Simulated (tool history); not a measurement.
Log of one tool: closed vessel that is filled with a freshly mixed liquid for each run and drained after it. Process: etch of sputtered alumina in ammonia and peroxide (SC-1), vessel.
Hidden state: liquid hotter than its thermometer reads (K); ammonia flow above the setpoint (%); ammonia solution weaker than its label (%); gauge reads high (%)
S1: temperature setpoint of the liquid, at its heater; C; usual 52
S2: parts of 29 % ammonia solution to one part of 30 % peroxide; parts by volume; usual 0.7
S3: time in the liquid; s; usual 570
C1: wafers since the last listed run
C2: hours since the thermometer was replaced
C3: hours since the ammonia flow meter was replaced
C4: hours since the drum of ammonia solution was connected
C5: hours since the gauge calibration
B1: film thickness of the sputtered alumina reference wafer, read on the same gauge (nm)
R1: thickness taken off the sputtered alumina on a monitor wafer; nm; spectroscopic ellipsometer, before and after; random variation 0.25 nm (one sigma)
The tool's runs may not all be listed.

Run 1, hour 0: usual settings; C1 0; C2 1280.2; C3 947.1; C4 481.8; C5 953.2; B1 39.99. Result: R1 36.73 nm.
Run 2, hour 37.8: usual settings; C1 3185; C2 1318; C3 984.9; C4 519.6; C5 991; B1 39.99. Result: R1 36.53 nm.
At hour 39.2: new drum of ammonia solution connected.
Run 3, hour 89.7: usual settings; C1 4289; C2 1369.9; C3 1036.8; C4 50.5; C5 1042.9; B1 39.99. Result: R1 36.45 nm.
Run 4, hour 129.8: usual settings; C1 3379; C2 1410; C3 1076.9; C4 90.6; C5 1083; B1 39.98. Result: R1 36.18 nm.
Run 5, hour 187.5: usual settings; C1 4863; C2 1467.7; C3 1134.6; C4 148.3; C5 1140.7; B1 40.01. Result: R1 36.48 nm.
Run 6, hour 250.2: usual settings; C1 5284; C2 1530.4; C3 1197.3; C4 211; C5 1203.4; B1 40.01. Result: R1 36.47 nm.
Run 7, hour 316.1: usual settings; C1 5554; C2 1596.3; C3 1263.2; C4 276.9; C5 1269.3; B1 39.98. Result: R1 36.27 nm.
At hour 354.5: ammonia flow meter replaced.
Run 8, hour 367.1: usual settings; C1 4214; C2 1647.3; C3 12.6; C4 327.9; C5 1320.3; B1 39.99. Result: R1 37.18 nm.
Run 9, hour 410.1: usual settings; C1 3624; C2 1690.3; C3 55.6; C4 370.9; C5 1363.3; B1 40.03. Result: R1 37.16 nm.
Run 10, hour 478.7: usual settings; C1 5781; C2 1758.9; C3 124.2; C4 439.5; C5 1431.9; B1 39.97. Result: R1 37.19 nm.
Run 11, hour 523.9: usual settings; C1 3809; C2 1804.1; C3 169.4; C4 484.7; C5 1477.1; B1 40. Result: R1 36.88 nm.
Run 12, hour 553.3: usual settings but S2 0.4 parts by volume, S3 695 s; C1 2477; C2 1833.5; C3 198.8; C4 514.1; C5 1506.5; B1 40.01. Result: R1 42.93 nm.
At hour 556.3: new drum of ammonia solution connected.
At hour 576.2: thermometer replaced.
Run 13, hour 580.2: usual settings but S1 48 C, S2 0.5 parts by volume, S3 905 s; C1 2098; C2 4; C3 225.7; C4 23.9; C5 1533.4; B1 39.98. Result: R1 48.87 nm.
Run 14, hour 644.5: usual settings; C1 5419; C2 68.3; C3 290; C4 88.2; C5 1597.7; B1 40. Result: R1 39.11 nm.
Run 15, hour 672.7: usual settings but S2 0.9 parts by volume; C1 2376; C2 96.5; C3 318.2; C4 116.4; C5 1625.9; B1 40.01. Result: R1 40.75 nm.
Run 16, hour 698.1: usual settings but S1 48.5 C, S2 0.85 parts by volume; C1 2140; C2 121.9; C3 343.6; C4 141.8; C5 1651.3; B1 39.99. Result: R1 33.34 nm.
Run 17, hour 737.8: usual settings but S1 42.5 C, S2 0.95 parts by volume; C1 3345; C2 161.6; C3 383.3; C4 181.5; C5 1691; B1 40. Result: R1 24.2 nm.
Run 18, hour 805: usual settings but S2 0.95 parts by volume, S3 875 s; C1 5663; C2 228.8; C3 450.5; C4 248.7; C5 1758.2; B1 39.99. Result: R1 62.43 nm.
Run 19, hour 833.8: usual settings but S1 55.5 C, S2 1.05 parts by volume; C1 2427; C2 257.6; C3 479.3; C4 277.5; C5 1787; B1 39.99. Result: R1 49.82 nm.
At hour 853.6: thermometer replaced, repeated, since the last time left the tool worse.
Run 20, hour 860.6: usual settings but S1 47 C, S3 720 s; C1 2174; C2 7; C3 506.1; C4 304.3; C5 1813.8; B1 40. Result: R1 33.41 nm.
Run 21, hour 910.6: usual settings; C1 4214; C2 57; C3 556.1; C4 354.3; C5 1863.8; B1 40.01. Result: R1 35.39 nm.
At hour 933.7: gauge calibrated.
Run 22, hour 935.6: usual settings but S1 48.5 C, S2 0.6 parts by volume; C1 2107; C2 82; C3 581.1; C4 379.3; C5 1.9; B1 39.99. Result: R1 28.71 nm.
At hour 965.9: new drum of ammonia solution connected.
Run 23, hour 966.4: usual settings but S1 57.5 C, S2 0.9 parts by volume; C1 2511; C2 112.8; C3 611.9; C4 0.5; C5 32.7; B1 40.03. Result: R1 48.43 nm.
Run 24, hour 1034.5: usual settings; C1 5739; C2 180.9; C3 680; C4 68.6; C5 100.8; B1 39.98. Result: R1 35.36 nm.
Run 25, hour 1062.5: usual settings but S1 44 C, S2 0.55 parts by volume; C1 2359; C2 208.9; C3 708; C4 96.6; C5 128.8; B1 40.02. Result: R1 22.06 nm.
Run 26, hour 1130.1: usual settings; C1 5697; C2 276.5; C3 775.6; C4 164.2; C5 196.4; B1 40.02. Result: R1 34.91 nm.
Run 27, hour 1187.6: usual settings; C1 4846; C2 334; C3 833.1; C4 221.7; C5 253.9; B1 40.01. Result: R1 35.57 nm.
Run 28, hour 1220.5: usual settings but S1 60 C; C1 2772; C2 366.9; C3 866; C4 254.6; C5 286.8; B1 40. Result: R1 54.17 nm.
Run 29, hour 1269.7: usual settings; C1 4146; C2 416.1; C3 915.2; C4 303.8; C5 336; B1 39.99. Result: R1 35.44 nm.

Hidden state or all else? Some run-to-run changes of R1, split into what the settings, what came in and random variation would give without the hidden state, and what is left for the hidden state (with any gauge scatter that isn't in both results):
Run 17 -> 18: S1 42.5 -> 52, S3 570 -> 875. R1 +38.23 nm: hidden state +4.49, all else +33.74.
Run 19 -> 20: S1 55.5 -> 47, S2 1.05 -> 0.7, S3 570 -> 720, thermometer replaced, repeated, since the last time left the tool worse. R1 -16.41 nm: hidden state -5.75, all else -10.66.
Run 22 -> 23: S1 48.5 -> 57.5, S2 0.6 -> 0.9, new drum of ammonia solution connected. R1 +19.72 nm: hidden state +0.16, all else +19.56.

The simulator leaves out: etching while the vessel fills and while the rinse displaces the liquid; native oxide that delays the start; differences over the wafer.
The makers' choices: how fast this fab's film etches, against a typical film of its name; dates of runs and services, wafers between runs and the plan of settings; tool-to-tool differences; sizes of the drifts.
